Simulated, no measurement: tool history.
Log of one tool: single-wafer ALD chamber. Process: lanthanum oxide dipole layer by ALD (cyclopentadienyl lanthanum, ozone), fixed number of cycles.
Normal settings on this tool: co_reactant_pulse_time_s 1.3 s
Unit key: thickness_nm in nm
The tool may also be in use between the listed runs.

| run | day | co_reactant_pulse_time_s | read-back reference wafer on the same gauge, thickness_nm | thickness_nm |
|---|---|---|---|---|
| 1 | 0 | 1.3 | 0.478 | 0.512 |
| 2 | 0.525 | 1.6 | 0.478 | 0.529 |
| 3 | 1.325 | 1.6 | 0.478 | 0.533 |
| 4 | 2.5 | 1.3 | 0.478 | 0.508 |
| 5 | 3.567 | 1.3 | 0.479 | 0.514 |
| 6 | 4.683 | 1.3 | 0.477 | 0.514 |
| 7 | 5.471 | 1.5 | 0.478 | 0.527 |
| 8 | 6.692 | 1.3 | 0.477 | 0.51 |
|  | 7.558 | ozone generator serviced |
| 9 | 7.579 | 1.49 | 0.478 | 0.544 |
|  | 8.954 | showerhead replaced, of another model than before |
| 10 | 8.975 | 1.3 | 0.478 | 0.536 |
| 11 | 9.233 | 1.3 | 0.478 | 0.536 |
|  | 9.288 | gauge calibrated |
| 12 | 10.171 | 1.07 | 0.477 | 0.508 |
| 13 | 11.162 | 1.6 | 0.478 | 0.546 |
| 14 | 12.504 | 1.08 | 0.478 | 0.497 |
| 15 | 13.421 | 1.75 | 0.478 | 0.552 |
| 16 | 14.333 | 1.43 | 0.478 | 0.527 |
| 17 | 15.133 | 1.3 | 0.478 | 0.516 |
|  | 15.862 | thermocouple changed; heater temperature recalibrated |
| 18 | 16.492 | 0.79 | 0.479 | 0.439 |
| 19 | 17.712 | 1 | 0.478 | 0.471 |
| 20 | 18.833 | 1.3 | 0.478 | 0.503 |
| 21 | 19.362 | 1.3 | 0.478 | 0.504 |
| 22 | 20.229 | 1.82 | 0.479 | 0.546 |
|  | 20.958 | gauge calibrated |
| 23 | 21.729 | 1.78 | 0.479 | 0.54 |

Predict each of these 3 candidate next runs independently; none follows another, all start after run 23:
| A | 21.746 | 0.86 | ? | ? |
| B | 21.746 | 0.8 | ? | ? |
| C | 21.746 | 0.91 | ? | ? |

| run | read-back reference wafer on the same gauge, thickness_nm | thickness_nm |
|---|---|---|
| A | 0.478 | 0.44 |
| B | 0.478 | 0.429 |
| C | 0.478 | 0.449 |
Without the tool's hidden state the same runs would have given:
| run | thickness_nm |
|---|---|
| A | 0.493 |
| B | 0.483 |
| C | 0.501 |
